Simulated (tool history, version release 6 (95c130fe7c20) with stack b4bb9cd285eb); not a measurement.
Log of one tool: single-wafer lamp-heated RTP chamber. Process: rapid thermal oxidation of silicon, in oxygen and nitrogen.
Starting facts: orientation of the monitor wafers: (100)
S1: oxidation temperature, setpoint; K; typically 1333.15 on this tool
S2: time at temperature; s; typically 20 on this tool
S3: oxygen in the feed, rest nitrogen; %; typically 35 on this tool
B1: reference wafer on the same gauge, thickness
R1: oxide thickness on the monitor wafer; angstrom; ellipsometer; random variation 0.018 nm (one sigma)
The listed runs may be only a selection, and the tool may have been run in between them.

{"run": 1, "hour": 0.0, "S1": 1333.15, "S2": 20, "S3": 35, "B1": 3.601, "R1": 40.71}
{"run": 2, "hour": 33.7, "S1": 1333.15, "S2": 14, "S3": 35, "B1": 3.599, "R1": 36.0}
{"run": 3, "hour": 53.3, "S1": 1333.15, "S2": 20, "S3": 35, "B1": 3.602, "R1": 40.79}
{"run": 4, "hour": 82.7, "S1": 1333.15, "S2": 20, "S3": 35, "B1": 3.603, "R1": 41.14}
{"run": 5, "hour": 108.1, "S1": 1333.15, "S2": 20, "S3": 35, "B1": 3.599, "R1": 41.09}
{"run": 6, "hour": 126.5, "S1": 1344.15, "S2": 20, "S3": 35, "B1": 3.599, "R1": 43.8}
{"run": 7, "hour": 139.4, "S1": 1344.15, "S2": 20, "S3": 35, "B1": 3.596, "R1": 44.48}
{"run": 8, "hour": 164.4, "S1": 1333.15, "S2": 20, "S3": 24, "B1": 3.6, "R1": 36.66}
{"run": 9, "hour": 197.7, "S1": 1310.15, "S2": 20, "S3": 35, "B1": 3.6, "R1": 35.91}
{"run": 10, "hour": 230.1, "S1": 1333.15, "S2": 13, "S3": 35, "B1": 3.6, "R1": 35.13}
{"run": 11, "hour": 245.0, "S1": 1333.15, "S2": 20, "S3": 35, "B1": 3.598, "R1": 40.89}
{"run": 12, "hour": 274.7, "S1": 1356.15, "S2": 11, "S3": 54, "B1": 3.6, "R1": 43.55}
{"run": 13, "hour": 289.9, "S1": 1306.15, "S2": 27, "S3": 49, "B1": 3.599, "R1": 43.36}
{"run": 14, "hour": 311.8, "S1": 1333.15, "S2": 24, "S3": 17, "B1": 3.602, "R1": 34.99}
{"hour": 313.7, "done": "gauge calibrated"}
{"hour": 327.6, "done": "oxygen flow controller replaced"}
{"hour": 335.9, "done": "pyrometer window cleaned and pyrometer calibrated"}
{"run": 15, "hour": 336.4, "S1": 1333.15, "S2": 20, "S3": 35, "B1": 3.598, "R1": 42.37}
{"run": 16, "hour": 364.4, "S1": 1333.15, "S2": 25, "S3": 35, "B1": 3.604, "R1": 46.51}
{"run": 17, "hour": 388.9, "S1": 1356.15, "S2": 27, "S3": 17, "B1": 3.601, "R1": 43.72}
{"run": 18, "hour": 415.4, "S1": 1333.15, "S2": 20, "S3": 35, "B1": 3.601, "R1": 42.99}
{"hour": 464.4, "done": "pyrometer window cleaned and pyrometer calibrated, repeated, since the last time left the tool worse"}
{"run": 19, "hour": 495.4, "S1": 1350.15, "S2": 12, "S3": 51, "B1": 3.603, "R1": 41.28}
{"run": 20, "hour": 514.7, "S1": 1317.15, "S2": 20, "S3": 64, "B1": 3.599, "R1": 44.6}
{"run": 21, "hour": 527.5, "S1": 1333.15, "S2": 24, "S3": 17, "B1": 3.604, "R1": 34.71}
{"run": 22, "hour": 551.1, "S1": 1333.15, "S2": 20, "S3": 35, "B1": 3.599, "R1": 40.44}

Consider 4 possible next runs. They are alternatives, not a sequence: every one starts from the tool as it was left by run 22. What does each give?
{"run": "A", "hour": 551.5, "S1": 1333.15, "S2": 20, "S3": 35, "B1": "?", "R1": "?"}
{"run": "B", "hour": 551.5, "S1": 1306.15, "S2": 20, "S3": 64, "B1": "?", "R1": "?"}
{"run": "C", "hour": 551.5, "S1": 1348.15, "S2": 26, "S3": 17, "B1": "?", "R1": "?"}
{"run": "D", "hour": 551.5, "S1": 1358.15, "S2": 26, "S3": 35, "B1": "?", "R1": "?"}

run=A B1=3.603 R1=40.47
run=B B1=3.603 R1=41.43
run=C B1=3.603 R1=39.03
run=D B1=3.603 R1=52.50
What these runs would have given with no unlogged condition in the tool:
run=A R1=39.98
run=B R1=40.90
run=C R1=38.59
run=D R1=51.85
